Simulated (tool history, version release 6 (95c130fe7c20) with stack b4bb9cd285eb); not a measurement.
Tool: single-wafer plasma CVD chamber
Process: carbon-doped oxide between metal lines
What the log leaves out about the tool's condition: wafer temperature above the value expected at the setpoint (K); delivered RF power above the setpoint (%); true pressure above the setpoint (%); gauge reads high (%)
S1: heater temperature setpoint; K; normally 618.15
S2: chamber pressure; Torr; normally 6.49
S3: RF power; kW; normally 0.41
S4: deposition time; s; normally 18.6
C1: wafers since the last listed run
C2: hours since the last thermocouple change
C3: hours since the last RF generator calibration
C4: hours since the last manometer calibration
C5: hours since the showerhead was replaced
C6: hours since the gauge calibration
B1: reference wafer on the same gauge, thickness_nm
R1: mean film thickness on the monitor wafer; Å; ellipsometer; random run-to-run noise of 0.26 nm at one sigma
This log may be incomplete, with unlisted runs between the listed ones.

run     day      S1    S2     S3    S4   C1      C2      C3      C4      C5     C6      B1      R1
  1       0  618.15  6.49   0.41  18.6    0  2622.6  1214.1  1661.3  3485.9     29  93.277  745.76
  2   1.388  618.15  6.49   0.41  18.6  722  2655.9  1247.4  1694.6  3519.2   62.3  93.298  749.28
  3   2.521  618.15  6.49   0.47  18.6  590  2683.1  1274.6  1721.8  3546.4   89.5  93.279  845.23
  4   3.942  618.15  6.49   0.47  18.6  740  2717.2  1308.7  1755.9  3580.5  123.6  93.333  843.46
      4.604  -- thermocouple changed; heater temperature recalibrated
  5   5.317  618.15  6.49   0.47  18.6  542    17.1  1341.7  1788.9  3613.5  156.6  93.316  849.22
  6   6.567  618.15  6.49  0.365  19.9  651    47.1  1371.7  1818.9  3643.5  186.6  93.198   707.7
  7   7.079  618.15  6.49  0.365  19.9  266    59.4    1384  1831.2  3655.8  198.9  93.308  710.21
  8   7.625  618.15  6.49   0.41  18.6  284    72.5  1397.1  1844.3  3668.9    212   93.36  739.15
  9   8.475  626.15  5.89   0.48  16.1  442    92.9  1417.5  1864.7  3689.3  232.4  93.475  723.87
      9.529  -- RF generator calibrated
 10   9.721  610.15  6.49  0.485  18.6  475   122.8     4.6  1894.6  3719.2  262.3  93.434  956.29
     10.179  -- capacitance manometer re-zeroed and calibrated
     10.588  -- gauge calibrated
 11  10.662  632.15  6.49   0.37  16.9  316   145.4    27.2    11.6  3741.8    1.8  93.388  634.75
 12  11.167  618.15  6.49   0.37  20.4  262   157.5    39.3    23.7  3753.9   13.9  93.217  792.74
     11.612  -- showerhead replaced
 13    11.7  613.15  6.49  0.355  15.9  104   170.3    52.1    36.5     2.1   26.7  93.309  605.02
 14  13.229  629.15  7.22  0.365  18.6  796     207    88.8    73.2    38.8   63.4  93.373  687.68
 15  14.067  618.15  6.49   0.41  15.6  436   227.1   108.9    93.3    58.9   83.5  93.364  669.16
 16  14.621  618.15  6.49  0.365  19.9  288   240.4   122.2   106.6    72.2   96.8  93.302  759.24

Run-by-run hidden state of the tool:
wafer temperature above the value expected at the setpoint (K): 0 in every run
true pressure above the setpoint (%): 0 in every run
gauge reads high (%): 0 in every run
H1: delivered RF power above the setpoint (%)
run     H1
  1  -9.32
  2  -9.38
  3  -9.42
  4  -9.47
  5  -9.52
  6  -9.56
  7  -9.58
  8  -9.59
  9  -9.62
 10  -1.42
 11  -1.75
 12  -1.92
 13   -2.1
 14  -2.58
 15  -2.83
 16     -3

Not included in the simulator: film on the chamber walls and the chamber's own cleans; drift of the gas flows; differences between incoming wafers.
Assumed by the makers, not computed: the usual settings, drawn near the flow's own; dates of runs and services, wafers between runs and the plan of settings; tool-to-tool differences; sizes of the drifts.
